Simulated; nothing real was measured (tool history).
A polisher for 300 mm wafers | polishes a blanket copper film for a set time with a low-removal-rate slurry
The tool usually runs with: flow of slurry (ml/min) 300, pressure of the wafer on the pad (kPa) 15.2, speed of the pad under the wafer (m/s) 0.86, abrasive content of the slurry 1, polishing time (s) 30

run    hour  flow of slurry (ml/min)  pressure of the wafer on the pad (kPa)  speed of the pad under the wafer (m/s)  abrasive content of the slurry  polishing time (s)  incoming thickness of the incoming film, nm  film removed (Å)
  1       0                      300                                    15.2                                    0.86                               1                  30                                        796.2               646
       51.5  -- worn pad replaced by a new one
  2   105.7                      300                                    15.2                                    0.86                               1                  30                                        786.3               655
        123  -- slurry blender recalibrated
  3     169                      300                                    15.2                                    0.86                               1                  30                                        796.7               644
  4   239.5                      250                                    15.2                                    0.86                               1                  30                                        788.3               610
  5   316.8                      250                                    15.2                                    0.86                               1                  30                                        795.6               616
  6   373.6                      300                                    15.2                                    0.86                               1                  30                                        799.2               631
      379.4  -- head pressure recalibrated
      400.1  -- worn pad replaced by a new one
      449.1  -- slurry blender recalibrated
      462.1  -- slurry nozzle cleaned
  7   541.2                      300                                    15.2                                    0.86                               1                  30                                        796.5               665
  8   634.3                      300                                    15.2                                    0.86                               1                  30                                        792.4               667
  9   717.8                      300                                    15.2                                    0.86                               1                  30                                        779.8               660
      747.1  -- worn pad replaced by a new one
 10   756.1                      300                                    15.2                                    0.86                               1                  30                                        802.4               638
      763.6  -- slurry blender recalibrated
 11     836                      385                                    15.2                                    0.94                               1                  30                                        794.4               721
 12   905.2                      300                                    15.2                                    0.86                               1                  30                                        777.6               638
 13  1005.7                      300                                    15.2                                     1.1                               1                  35                                        799.6               893
     1047.1  -- worn pad replaced by a new one
 14  1065.1                      300                                    13.8                                    0.86                            0.75                  22                                        783.1               378
 15  1106.7                      345                                    15.2                                    1.08                               1                  34                                        796.6               882
     1130.6  -- slurry blender recalibrated
     1184.4  -- head pressure recalibrated
 16  1204.2                      245                                    17.2                                    1.06                             1.1                  30                                        797.9               850
     1219.4  -- slurry nozzle cleaned
 17  1289.6                      300                                    15.2                                    0.72                             0.8                  39                                        789.2               683
     1351.8  -- worn pad replaced by a new one
 18  1357.7                      335                                    15.2                                       1                            1.15                  23                                        772.7               593
 19  1410.4                      245                                    17.2                                    1.06                             1.1                  30                                        801.4               894
       1453  -- slurry blender recalibrated
 20  1460.2                      385                                    16.5                                    0.68                               1                  24                                        796.9               484
 21  1550.6                      300                                    16.5                                     0.6                               1                  30                                        800.1               539
 22  1606.9                      300                                    10.3                                    0.86                             1.1                  30                                        796.9               453

5 options for the next run, each taken on its own from the tool as it stands now. Forecast them:
  A  1607.3                      300                                    15.2                                    0.86                               1                  30                                        792.3                 ?
  B  1607.3                      300                                    15.2                                    0.76                               1                  30                                        792.3                 ?
  C  1607.3                      370                                    15.2                                    0.86                               1                  30                                        792.3                 ?
  D  1607.3                      300                                    15.2                                    0.86                               1                  26                                        792.3                 ?
  E  1607.3                      300                                    11.7                                    0.86                               1                  30                                        792.3                 ?

run  film removed (Å)
  A               650
  B               588
  C               663
  D               564
  E               503
The same runs, with their run-to-run variation unchanged, on a tool lacking any hidden condition would have given:
run  film removed (Å)
  A               666
  B               602
  C               676
  D               577
  E               515
